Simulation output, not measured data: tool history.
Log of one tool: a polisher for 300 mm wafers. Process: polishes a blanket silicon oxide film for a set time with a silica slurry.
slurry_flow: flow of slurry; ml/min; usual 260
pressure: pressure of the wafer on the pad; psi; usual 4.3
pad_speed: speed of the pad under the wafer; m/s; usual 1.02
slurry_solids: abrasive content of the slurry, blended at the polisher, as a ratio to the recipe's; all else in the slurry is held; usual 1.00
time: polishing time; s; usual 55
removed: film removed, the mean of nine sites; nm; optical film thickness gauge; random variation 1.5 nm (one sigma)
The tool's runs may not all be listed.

| run | hour | slurry_flow | pressure | pad_speed | slurry_solids | time | wafers since the last listed run | wafers polished on this pad | hours since the slurry nozzle was cleaned | hours since the head pressure was calibrated | hours since the slurry blender was calibrated | hours since the conditioning disc was replaced | incoming thickness of the incoming film, nm | removed |
|---|---|---|---|---|---|---|---|---|---|---|---|---|---|---|
| 1 | 0.0 | 260 | 5.4 | 1.02 | 1.00 | 55 | 0 | 1034 | 300.3 | 79.0 | 227.3 | 197.4 | 1522.3 | 227.2 |
|  | 73.2 | worn pad replaced by a new one |
|  | 74.7 | slurry blender recalibrated |
|  | 113.3 | conditioning disc replaced and pad reconditioned |
| 2 | 194.0 | 260 | 5.4 | 1.02 | 1.00 | 55 | 1621 | 1019 | 494.3 | 273.0 | 119.3 | 80.7 | 1540.2 | 226.4 |
| 3 | 232.6 | 260 | 5.4 | 1.02 | 1.00 | 55 | 335 | 1355 | 532.9 | 311.6 | 157.9 | 119.3 | 1545.8 | 227.6 |
|  | 284.9 | worn pad replaced by a new one |
| 4 | 297.3 | 260 | 4.3 | 1.02 | 1.10 | 55 | 527 | 107 | 597.6 | 376.3 | 222.6 | 184.0 | 1533.9 | 187.6 |
| 5 | 325.4 | 260 | 4.3 | 1.02 | 1.10 | 55 | 244 | 352 | 625.7 | 404.4 | 250.7 | 212.1 | 1525.0 | 189.7 |
|  | 349.2 | slurry nozzle cleaned |
| 6 | 349.5 | 260 | 4.3 | 1.30 | 0.85 | 55 | 200 | 553 | 0.3 | 428.5 | 274.8 | 236.2 | 1530.6 | 214.1 |
|  | 352.1 | slurry blender recalibrated |
| 7 | 390.5 | 260 | 4.3 | 1.02 | 1.00 | 65 | 339 | 892 | 41.3 | 469.5 | 38.4 | 277.2 | 1531.5 | 225.8 |
| 8 | 430.3 | 260 | 4.3 | 1.02 | 1.00 | 65 | 346 | 1238 | 81.1 | 509.3 | 78.2 | 317.0 | 1514.8 | 224.2 |
|  | 455.4 | worn pad replaced by a new one |
| 9 | 486.5 | 260 | 4.6 | 1.02 | 1.00 | 64 | 453 | 270 | 137.3 | 565.5 | 134.4 | 373.2 | 1522.6 | 230.9 |
|  | 495.6 | conditioning disc replaced and pad reconditioned |
| 10 | 540.1 | 260 | 4.3 | 1.02 | 1.00 | 55 | 448 | 718 | 190.9 | 619.1 | 188.0 | 44.5 | 1536.4 | 191.4 |
| 11 | 586.3 | 260 | 3.7 | 1.02 | 1.00 | 55 | 401 | 1120 | 237.1 | 665.3 | 234.2 | 90.7 | 1554.7 | 167.6 |
|  | 621.6 | worn pad replaced by a new one |
| 12 | 627.9 | 190 | 4.3 | 1.02 | 0.85 | 55 | 326 | 54 | 278.7 | 706.9 | 275.8 | 132.3 | 1544.7 | 168.5 |
|  | 645.2 | slurry blender recalibrated |
| 13 | 683.0 | 260 | 4.3 | 1.02 | 1.00 | 55 | 461 | 516 | 333.8 | 762.0 | 37.8 | 187.4 | 1542.6 | 186.8 |
|  | 695.4 | head pressure recalibrated |
| 14 | 708.5 | 260 | 3.5 | 1.36 | 1.00 | 43 | 204 | 720 | 359.3 | 13.1 | 63.3 | 212.9 | 1514.4 | 153.9 |
| 15 | 775.4 | 260 | 4.3 | 0.76 | 1.20 | 55 | 581 | 1302 | 426.2 | 80.0 | 130.2 | 279.8 | 1533.5 | 160.2 |

The next listed run, before its measurement:
| 16 | 804.0 | 285 | 3.6 | 1.02 | 1.00 | 55 | 248 | 1551 | 454.8 | 108.6 | 158.8 | 308.4 | 1549.7 | ? |

{"run 16": {"removed": 162.0}}
Without the tool's hidden state the same run would have given removed 166.2 nm.

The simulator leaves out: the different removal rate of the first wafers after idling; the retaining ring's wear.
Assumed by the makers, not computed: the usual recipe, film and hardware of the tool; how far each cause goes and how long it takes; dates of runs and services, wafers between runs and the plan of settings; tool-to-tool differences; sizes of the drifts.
